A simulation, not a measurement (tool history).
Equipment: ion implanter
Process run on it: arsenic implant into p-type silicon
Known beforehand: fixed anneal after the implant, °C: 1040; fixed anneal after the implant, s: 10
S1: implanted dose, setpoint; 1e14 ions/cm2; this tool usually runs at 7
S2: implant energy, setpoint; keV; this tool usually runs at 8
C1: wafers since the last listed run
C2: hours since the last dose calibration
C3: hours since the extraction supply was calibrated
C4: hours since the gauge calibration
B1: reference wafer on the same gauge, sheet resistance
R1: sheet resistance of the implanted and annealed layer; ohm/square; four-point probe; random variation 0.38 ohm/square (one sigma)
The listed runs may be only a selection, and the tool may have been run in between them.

Run 1, day 0: usual settings; C1 0; C2 2294.7; C3 6223.3; C4 857.2; B1 182.83. Result: R1 181.36 ohm/square.
Run 2, day 1.054: usual settings; C1 405; C2 2320; C3 6248.6; C4 882.5; B1 183.01. Result: R1 181.25 ohm/square.
Run 3, day 2.521: usual settings; C1 564; C2 2355.2; C3 6283.8; C4 917.7; B1 183. Result: R1 181.8 ohm/square.
Run 4, day 3.896: usual settings but S1 5.49 1e14 ions/cm2; C1 528; C2 2388.2; C3 6316.8; C4 950.7; B1 183.01. Result: R1 213.14 ohm/square.
Run 5, day 5.271: usual settings but S1 5.49 1e14 ions/cm2; C1 528; C2 2421.2; C3 6349.8; C4 983.7; B1 183.11. Result: R1 214.72 ohm/square.
Run 6, day 5.992: usual settings; C1 277; C2 2438.5; C3 6367.1; C4 1001; B1 182.86. Result: R1 182.6 ohm/square.
Run 7, day 7.421: usual settings; C1 549; C2 2472.8; C3 6401.4; C4 1035.3; B1 183.02. Result: R1 182.47 ohm/square.
Run 8, day 8.058: usual settings; C1 245; C2 2488.1; C3 6416.7; C4 1050.6; B1 183.18. Result: R1 182.51 ohm/square.
Run 9, day 9.704: usual settings but S1 6.12 1e14 ions/cm2, S2 9 keV; C1 632; C2 2527.6; C3 6456.2; C4 1090.1; B1 182.99. Result: R1 197.83 ohm/square.
Run 10, day 10.758: usual settings; C1 405; C2 2552.9; C3 6481.5; C4 1115.4; B1 183.17. Result: R1 182.3 ohm/square.
Run 11, day 11.5: usual settings; C1 285; C2 2570.7; C3 6499.3; C4 1133.2; B1 182.84. Result: R1 181.81 ohm/square.
Run 12, day 12.654: usual settings but S1 6.31 1e14 ions/cm2; C1 443; C2 2598.4; C3 6527; C4 1160.9; B1 183.13. Result: R1 196.43 ohm/square.
Run 13, day 13.704: usual settings but S1 6.31 1e14 ions/cm2; C1 403; C2 2623.6; C3 6552.2; C4 1186.1; B1 182.93. Result: R1 196.61 ohm/square.
Run 14, day 15.108: usual settings but S1 8.81 1e14 ions/cm2; C1 539; C2 2657.3; C3 6585.9; C4 1219.8; B1 183.2. Result: R1 159.04 ohm/square.
At day 15.546: extraction supply calibrated.
Run 15, day 15.746: usual settings but S1 6.47 1e14 ions/cm2, S2 9.5 keV; C1 116; C2 2672.6; C3 4.8; C4 1235.1; B1 182.94. Result: R1 190.48 ohm/square.
Run 16, day 16.429: usual settings; C1 262; C2 2689; C3 21.2; C4 1251.5; B1 182.84. Result: R1 183.22 ohm/square.
At day 17.388: Faraday cup replaced and dose calibrated.
Run 17, day 17.925: usual settings but S1 6.42 1e14 ions/cm2, S2 5.5 keV; C1 447; C2 12.9; C3 57.1; C4 1287.4; B1 183.1. Result: R1 190.06 ohm/square.
At day 18.262: gauge calibrated.
Run 18, day 18.738: usual settings; C1 312; C2 32.4; C3 76.6; C4 11.4; B1 183.07. Result: R1 174.39 ohm/square.
Run 19, day 19.558: usual settings but S1 9.05 1e14 ions/cm2; C1 315; C2 52.1; C3 96.3; C4 31.1; B1 182.9. Result: R1 150.64 ohm/square.
Run 20, day 22.588: usual settings but S1 5.49 1e14 ions/cm2, S2 9 keV; C1 1164; C2 124.8; C3 169; C4 103.8; B1 183.12. Result: R1 203.5 ohm/square.
Run 21, day 23.892: usual settings but S1 8.81 1e14 ions/cm2; C1 501; C2 156.1; C3 200.3; C4 135.1; B1 182.99. Result: R1 152.8 ohm/square.
Run 22, day 25.004: usual settings but S1 5.12 1e14 ions/cm2, S2 6.5 keV; C1 427; C2 182.8; C3 227; C4 161.8; B1 182.94. Result: R1 217.18 ohm/square.

Expected results for the next run?
Run 23, day 25.75: usual settings but S1 8.58 1e14 ions/cm2, S2 9 keV; C1 286; C2 200.7; C3 244.9; C4 179.7; B1 ?. Result: R1 ?.

Run 23 gave B1 182.99, R1 153.1 ohm/square.
Had the tool carried no hidden state, the very same run would have given R1 153.34 ohm/square.
